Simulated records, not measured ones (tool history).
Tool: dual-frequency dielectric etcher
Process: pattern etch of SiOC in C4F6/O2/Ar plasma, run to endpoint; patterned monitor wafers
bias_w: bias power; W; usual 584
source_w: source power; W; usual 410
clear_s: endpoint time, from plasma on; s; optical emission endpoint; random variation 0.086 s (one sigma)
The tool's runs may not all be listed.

run,hour,bias_w,source_w,wafers since the last listed run,hours since the last wet clean,hours since the last bias power generator calibration,hours since the last source power generator calibration,hours since the last upper electrode change,"incoming incoming film thickness, nm",clear_s
1,0.0,693,410,0,221.0,2574.2,1967.6,2031.4,40.60,12.2
2,65.9,693,410,999,286.9,2640.1,2033.5,2097.3,40.87,12.0
3,109.8,693,410,665,330.8,2684.0,2077.4,2141.2,41.18,12.2
4,180.5,584,410,1072,401.5,2754.7,2148.1,2211.9,40.79,12.9
5,249.2,584,410,1042,470.2,2823.4,2216.8,2280.6,40.93,12.9
# hour 378.2: wet clean of the chamber
6,560.9,584,410,4364,182.7,3135.1,2528.5,2592.3,40.75,13.3
7,681.0,525,410,1821,302.8,3255.2,2648.6,2712.4,40.61,13.8
8,780.3,623,460,1506,402.1,3354.5,2747.9,2811.7,40.91,12.2
9,881.1,655,410,1529,502.9,3455.3,2848.7,2912.5,40.59,12.1
# hour 945.3: wet clean of the chamber
10,966.7,584,410,934,21.4,3540.9,2934.3,2998.1,40.88,13.3
11,1006.5,584,410,603,61.2,3580.7,2974.1,3037.9,40.62,13.3
12,1065.1,584,480,888,119.8,3639.3,3032.7,3096.5,41.17,12.6
13,1161.6,439,360,1463,216.3,3735.8,3129.2,3193.0,41.13,16.1
# hour 1217.1: upper electrode replaced
14,1243.3,584,460,875,298.0,3817.5,3210.9,26.2,40.78,12.4

The next listed run, before its measurement:
# hour 1275.7: source power generator calibrated
15,1296.8,547,380,750,351.5,3871.0,21.1,79.7,41.00,?

Run 15 gave clear_s 14.0 s.
Without the tool's hidden state the same run would have given clear_s 14.6 s.
